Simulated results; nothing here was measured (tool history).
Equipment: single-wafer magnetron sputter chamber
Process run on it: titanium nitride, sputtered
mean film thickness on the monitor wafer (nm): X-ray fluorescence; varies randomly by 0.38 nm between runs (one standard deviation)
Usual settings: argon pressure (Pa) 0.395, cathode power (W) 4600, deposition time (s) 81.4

run    hour  argon pressure (Pa)  cathode power (W)  deposition time (s)  wafers since the last listed run  wafers on the sputter target  hours since the last manometer calibration  hours since the magnet pack was replaced  hours since the gauge calibration  read-back reference wafer on the same gauge, thickness_nm  mean film thickness on the monitor wafer (nm)
  1     0.0                0.466               4600                 81.4                                 0                          8205                                       609.9                                    7144.4                             1199.7                                                     77.062                                         74.622
  2    60.2                0.395               4600                 81.4                              1084                          9289                                       670.1                                    7204.6                             1259.9                                                     77.152                                         76.136
  3   100.0                0.395               4600                 81.4                               716                         10006                                       709.9                                    7244.4                             1299.7                                                     77.240                                         76.901
  4   143.7                0.395               4350                 81.4                               787                         10793                                       753.6                                    7288.1                             1343.4                                                     77.185                                         72.330
      168.1  -- sputter target and shields replaced
  5   218.3                0.395               4350                 81.4                              1199                           904                                       828.2                                    7362.7                             1418.0                                                     77.213                                         72.649
  6   290.5                0.471               4600                 81.4                              1300                          2205                                       900.4                                    7434.9                             1490.2                                                     77.114                                         74.783
      302.5  -- magnet pack replaced, of another model than before
  7   582.1                0.471               4600                 81.4                              5108                          7314                                      1192.0                                     279.6                             1781.8                                                     77.199                                         73.801
      616.8  -- gauge calibrated
  8   668.6                0.471               4600                 81.4                              1558                          8872                                      1278.5                                     366.1                               51.8                                                     77.152                                         73.730
  9   735.8                0.480               4600                 71.5                              1210                         10082                                      1345.7                                     433.3                              119.0                                                     77.001                                         65.326
      817.4  -- sputter target and shields replaced
 10   831.0                0.480               4600                 71.5                              1570                           245                                      1440.9                                     528.5                              214.2                                                     77.256                                         65.296
 11   903.6                0.435               4600                 81.4                              1307                          1553                                      1513.5                                     601.1                              286.8                                                     77.045                                         76.720
 12   997.1                0.304               4600                 76.0                              1684                          3237                                      1607.0                                     694.6                              380.3                                                     77.209                                         75.946
 13  1050.5                0.304               4600                 76.0                               961                          4199                                      1660.4                                     748.0                              433.7                                                     76.942                                         75.168
 14  1156.9                0.435               4600                 81.4                              1916                          6116                                      1766.8                                     854.4                              540.1                                                     77.066                                         76.688
 15  1225.5                0.546               4600                 81.4                              1235                          7352                                      1835.4                                     923.0                              608.7                                                     76.961                                         73.479
     1258.9  -- capacitance manometer re-zeroed and calibrated
 16  1325.9                0.395               4600                 81.4                              1664                          9016                                        67.0                                    1023.4                              709.1                                                     76.909                                         76.613
 17  1426.8                0.471               4600                 81.4                              1817                         10834                                       167.9                                    1124.3                              810.0                                                     77.028                                         73.718
 18  1469.8                0.516               3800                 76.3                               774                         11608                                       210.9                                    1167.3                              853.0                                                     77.318                                         56.417
 19  1540.2                0.348               5300                 68.9                              1268                         12876                                       281.3                                    1237.7                              923.4                                                     77.258                                         76.206
     1609.3  -- sputter target and shields replaced
 20  1616.7                0.395               5100                 93.9                              1233                           133                                       357.8                                    1314.2                              999.9                                                     76.845                                         97.190
 21  1681.9                0.395               4600                 74.0                              1174                          1308                                       423.0                                    1379.4                             1065.1                                                     76.999                                         69.203

Run 22 has not been measured yet. What should we expect?
 22  1731.1                0.280               5050                 66.1                               886                          2194                                       472.2                                    1428.6                             1114.3                                                          ?                                              ?

{"run 22": {"read-back reference wafer on the same gauge, thickness_nm": 77.05, "mean film thickness on the monitor wafer (nm)": 72.805}}
With no hidden state in the tool, this same run would have given mean film thickness on the monitor wafer (nm) 72.723.
